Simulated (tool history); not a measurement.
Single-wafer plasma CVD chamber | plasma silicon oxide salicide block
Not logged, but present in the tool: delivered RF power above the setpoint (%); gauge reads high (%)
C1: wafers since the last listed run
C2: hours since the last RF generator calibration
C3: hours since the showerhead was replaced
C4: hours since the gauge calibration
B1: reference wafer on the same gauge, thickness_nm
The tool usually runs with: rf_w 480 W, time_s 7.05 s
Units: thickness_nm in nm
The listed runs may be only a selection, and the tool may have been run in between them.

run 1 hour=0 | rf_w=480 time_s=7.05 | C1=0 C2=692.1 C3=3808.6 C4=201.1 | B1=69.18 | thickness_nm=63.372
run 2 hour=55.5 | rf_w=480 time_s=7.05 | C1=2947 C2=747.6 C3=3864.1 C4=256.6 | B1=69.265 | thickness_nm=63.236
run 3 hour=88.2 | rf_w=480 time_s=7.05 | C1=1736 C2=780.3 C3=3896.8 C4=289.3 | B1=69.233 | thickness_nm=63.525
run 4 hour=131.2 | rf_w=415 time_s=7.05 | C1=2283 C2=823.3 C3=3939.8 C4=332.3 | B1=69.247 | thickness_nm=61.329
run 5 hour=172.9 | rf_w=415 time_s=7.05 | C1=2214 C2=865 C3=3981.5 C4=374 | B1=69.202 | thickness_nm=61.286
run 6 hour=236 | rf_w=415 time_s=7.05 | C1=3351 C2=928.1 C3=4044.6 C4=437.1 | B1=69.269 | thickness_nm=61.308
run 7 hour=283.4 | rf_w=480 time_s=7.05 | C1=2517 C2=975.5 C3=4092 C4=484.5 | B1=69.299 | thickness_nm=62.718
run 8 hour=336.5 | rf_w=480 time_s=6.39 | C1=2820 C2=1028.6 C3=4145.1 C4=537.6 | B1=69.248 | thickness_nm=56.707
-- hour=464 RF generator calibrated
-- hour=485.7 gauge calibrated
run 9 hour=512.2 | rf_w=480 time_s=8.27 | C1=8906 C2=48.2 C3=4320.8 C4=26.5 | B1=69.172 | thickness_nm=74.784
run 10 hour=560.2 | rf_w=400 time_s=6.47 | C1=2549 C2=96.2 C3=4368.8 C4=74.5 | B1=69.143 | thickness_nm=56.446
-- hour=581.7 showerhead replaced
run 11 hour=594.2 | rf_w=480 time_s=7.05 | C1=1380 C2=130.2 C3=12.5 C4=108.5 | B1=69.156 | thickness_nm=63.758
run 12 hour=664.5 | rf_w=525 time_s=6.13 | C1=3733 C2=200.5 C3=82.8 C4=178.8 | B1=69.188 | thickness_nm=56.36
run 13 hour=728.2 | rf_w=480 time_s=8.09 | C1=3383 C2=264.2 C3=146.5 C4=242.5 | B1=69.152 | thickness_nm=73.3
run 14 hour=775.2 | rf_w=430 time_s=7.05 | C1=2496 C2=311.2 C3=193.5 C4=289.5 | B1=69.162 | thickness_nm=62.026

Hidden state or all else? Some run-to-run changes of thickness_nm, split into what the settings, what came in and random variation would give without the hidden state, and what is left for the hidden state (with any gauge scatter that isn't in both results):
Run 8 -> 9: time_s 6.39 -> 8.27, RF generator calibrated, gauge calibrated. thickness_nm +18.077 nm: hidden state +0.928, all else +17.149.
Run 9 -> 10: rf_w 480 -> 400, time_s 8.27 -> 6.47. thickness_nm -18.338 nm: hidden state +0.004, all else -18.342.
